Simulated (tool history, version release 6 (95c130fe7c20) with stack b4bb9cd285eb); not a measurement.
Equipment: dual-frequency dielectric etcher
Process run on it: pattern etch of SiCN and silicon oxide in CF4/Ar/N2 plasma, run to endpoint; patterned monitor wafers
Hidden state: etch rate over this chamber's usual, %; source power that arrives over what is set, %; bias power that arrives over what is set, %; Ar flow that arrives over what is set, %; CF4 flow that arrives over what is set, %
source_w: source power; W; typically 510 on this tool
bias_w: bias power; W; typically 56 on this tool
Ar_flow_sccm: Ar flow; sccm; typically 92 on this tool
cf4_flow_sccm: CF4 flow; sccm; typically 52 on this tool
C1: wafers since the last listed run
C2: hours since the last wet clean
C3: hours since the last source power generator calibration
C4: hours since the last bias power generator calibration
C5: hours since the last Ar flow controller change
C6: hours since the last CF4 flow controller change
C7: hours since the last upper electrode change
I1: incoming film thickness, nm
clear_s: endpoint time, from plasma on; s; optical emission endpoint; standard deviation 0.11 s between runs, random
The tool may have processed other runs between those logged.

{"run": 1, "hour": 0.0, "source_w": 510, "bias_w": 56, "Ar_flow_sccm": 92, "cf4_flow_sccm": 52, "C1": 0, "C2": 288.9, "C3": 2727.9, "C4": 2888.2, "C5": 3775.2, "C6": 2579.2, "C7": 5536.2, "I1": 15.99, "clear_s": 18.6}
{"run": 2, "hour": 26.0, "source_w": 510, "bias_w": 56, "Ar_flow_sccm": 92, "cf4_flow_sccm": 52, "C1": 600, "C2": 314.9, "C3": 2753.9, "C4": 2914.2, "C5": 3801.2, "C6": 2605.2, "C7": 5562.2, "I1": 15.82, "clear_s": 18.4}
{"run": 3, "hour": 45.5, "source_w": 510, "bias_w": 66, "Ar_flow_sccm": 92, "cf4_flow_sccm": 52, "C1": 450, "C2": 334.4, "C3": 2773.4, "C4": 2933.7, "C5": 3820.7, "C6": 2624.7, "C7": 5581.7, "I1": 15.95, "clear_s": 17.4}
{"run": 4, "hour": 69.9, "source_w": 510, "bias_w": 66, "Ar_flow_sccm": 92, "cf4_flow_sccm": 52, "C1": 563, "C2": 358.8, "C3": 2797.8, "C4": 2958.1, "C5": 3845.1, "C6": 2649.1, "C7": 5606.1, "I1": 15.86, "clear_s": 17.5}
{"run": 5, "hour": 105.6, "source_w": 510, "bias_w": 66, "Ar_flow_sccm": 92, "cf4_flow_sccm": 52, "C1": 825, "C2": 394.5, "C3": 2833.5, "C4": 2993.8, "C5": 3880.8, "C6": 2684.8, "C7": 5641.8, "I1": 15.87, "clear_s": 17.6}
{"run": 6, "hour": 130.2, "source_w": 510, "bias_w": 56, "Ar_flow_sccm": 92, "cf4_flow_sccm": 52, "C1": 568, "C2": 419.1, "C3": 2858.1, "C4": 3018.4, "C5": 3905.4, "C6": 2709.4, "C7": 5666.4, "I1": 15.93, "clear_s": 18.5}
{"run": 7, "hour": 155.0, "source_w": 510, "bias_w": 56, "Ar_flow_sccm": 92, "cf4_flow_sccm": 52, "C1": 573, "C2": 443.9, "C3": 2882.9, "C4": 3043.2, "C5": 3930.2, "C6": 2734.2, "C7": 5691.2, "I1": 15.82, "clear_s": 18.3}
{"hour": 264.5, "done": "bias power generator calibrated"}
{"hour": 286.0, "done": "wet clean of the chamber"}
{"run": 8, "hour": 286.5, "source_w": 510, "bias_w": 56, "Ar_flow_sccm": 92, "cf4_flow_sccm": 52, "C1": 2451, "C2": 0.5, "C3": 3014.4, "C4": 22.0, "C5": 4061.7, "C6": 2865.7, "C7": 5822.7, "I1": 15.7, "clear_s": 18.0}
{"run": 9, "hour": 295.0, "source_w": 460, "bias_w": 56, "Ar_flow_sccm": 92, "cf4_flow_sccm": 52, "C1": 196, "C2": 9.0, "C3": 3022.9, "C4": 30.5, "C5": 4070.2, "C6": 2874.2, "C7": 5831.2, "I1": 15.88, "clear_s": 19.5}
{"hour": 299.5, "done": "source power generator calibrated"}
{"run": 10, "hour": 325.5, "source_w": 510, "bias_w": 65, "Ar_flow_sccm": 92, "cf4_flow_sccm": 64, "C1": 612, "C2": 39.5, "C3": 26.0, "C4": 61.0, "C5": 4100.7, "C6": 2904.7, "C7": 5861.7, "I1": 15.84, "clear_s": 16.4}
{"hour": 335.0, "done": "CF4 flow controller replaced"}
{"run": 11, "hour": 346.3, "source_w": 510, "bias_w": 56, "Ar_flow_sccm": 92, "cf4_flow_sccm": 52, "C1": 342, "C2": 60.3, "C3": 46.8, "C4": 81.8, "C5": 4121.5, "C6": 11.3, "C7": 5882.5, "I1": 15.92, "clear_s": 18.5}
{"run": 12, "hour": 369.1, "source_w": 420, "bias_w": 56, "Ar_flow_sccm": 92, "cf4_flow_sccm": 52, "C1": 527, "C2": 83.1, "C3": 69.6, "C4": 104.6, "C5": 4144.3, "C6": 34.1, "C7": 5905.3, "I1": 15.91, "clear_s": 20.4}
{"hour": 410.6, "done": "Ar flow controller replaced"}
{"hour": 411.6, "done": "upper electrode replaced"}
{"run": 13, "hour": 412.1, "source_w": 510, "bias_w": 56, "Ar_flow_sccm": 92, "cf4_flow_sccm": 52, "C1": 832, "C2": 126.1, "C3": 112.6, "C4": 147.6, "C5": 1.5, "C6": 77.1, "C7": 0.5, "I1": 15.87, "clear_s": 18.5}
{"run": 14, "hour": 434.0, "source_w": 430, "bias_w": 69, "Ar_flow_sccm": 92, "cf4_flow_sccm": 47, "C1": 506, "C2": 148.0, "C3": 134.5, "C4": 169.5, "C5": 23.4, "C6": 99.0, "C7": 22.4, "I1": 15.96, "clear_s": 19.3}
{"run": 15, "hour": 458.2, "source_w": 640, "bias_w": 47, "Ar_flow_sccm": 85, "cf4_flow_sccm": 42, "C1": 559, "C2": 172.2, "C3": 158.7, "C4": 193.7, "C5": 47.6, "C6": 123.2, "C7": 46.6, "I1": 15.89, "clear_s": 17.7}
{"run": 16, "hour": 488.4, "source_w": 510, "bias_w": 56, "Ar_flow_sccm": 92, "cf4_flow_sccm": 52, "C1": 698, "C2": 202.4, "C3": 188.9, "C4": 223.9, "C5": 77.8, "C6": 153.4, "C7": 76.8, "I1": 15.81, "clear_s": 18.1}
{"run": 17, "hour": 519.7, "source_w": 550, "bias_w": 60, "Ar_flow_sccm": 92, "cf4_flow_sccm": 43, "C1": 723, "C2": 233.7, "C3": 220.2, "C4": 255.2, "C5": 109.1, "C6": 184.7, "C7": 108.1, "I1": 15.82, "clear_s": 18.2}

Below are 5 alternative next runs, each starting from the tool's condition after run 17. Predict each:
{"run": "A", "hour": 520.1, "source_w": 510, "bias_w": 56, "Ar_flow_sccm": 77, "cf4_flow_sccm": 52, "C1": 9, "C2": 234.1, "C3": 220.6, "C4": 255.6, "C5": 109.5, "C6": 185.1, "C7": 108.5, "I1": 15.84, "clear_s": "?"}
{"run": "B", "hour": 520.1, "source_w": 510, "bias_w": 56, "Ar_flow_sccm": 92, "cf4_flow_sccm": 45, "C1": 9, "C2": 234.1, "C3": 220.6, "C4": 255.6, "C5": 109.5, "C6": 185.1, "C7": 108.5, "I1": 15.84, "clear_s": "?"}
{"run": "C", "hour": 520.1, "source_w": 560, "bias_w": 56, "Ar_flow_sccm": 79, "cf4_flow_sccm": 52, "C1": 9, "C2": 234.1, "C3": 220.6, "C4": 255.6, "C5": 109.5, "C6": 185.1, "C7": 108.5, "I1": 15.84, "clear_s": "?"}
{"run": "D", "hour": 520.1, "source_w": 410, "bias_w": 66, "Ar_flow_sccm": 109, "cf4_flow_sccm": 43, "C1": 9, "C2": 234.1, "C3": 220.6, "C4": 255.6, "C5": 109.5, "C6": 185.1, "C7": 108.5, "I1": 15.84, "clear_s": "?"}
{"run": "E", "hour": 520.1, "source_w": 580, "bias_w": 56, "Ar_flow_sccm": 98, "cf4_flow_sccm": 61, "C1": 9, "C2": 234.1, "C3": 220.6, "C4": 255.6, "C5": 109.5, "C6": 185.1, "C7": 108.5, "I1": 15.84, "clear_s": "?"}

run=A clear_s=17.5
run=B clear_s=19.2
run=C clear_s=16.7
run=D clear_s=21.6
run=E clear_s=16.6
Stripped of hidden state, with their random variation kept, the same runs would have yielded:
run=A clear_s=17.5
run=B clear_s=19.2
run=C clear_s=16.7
run=D clear_s=21.6
run=E clear_s=16.6
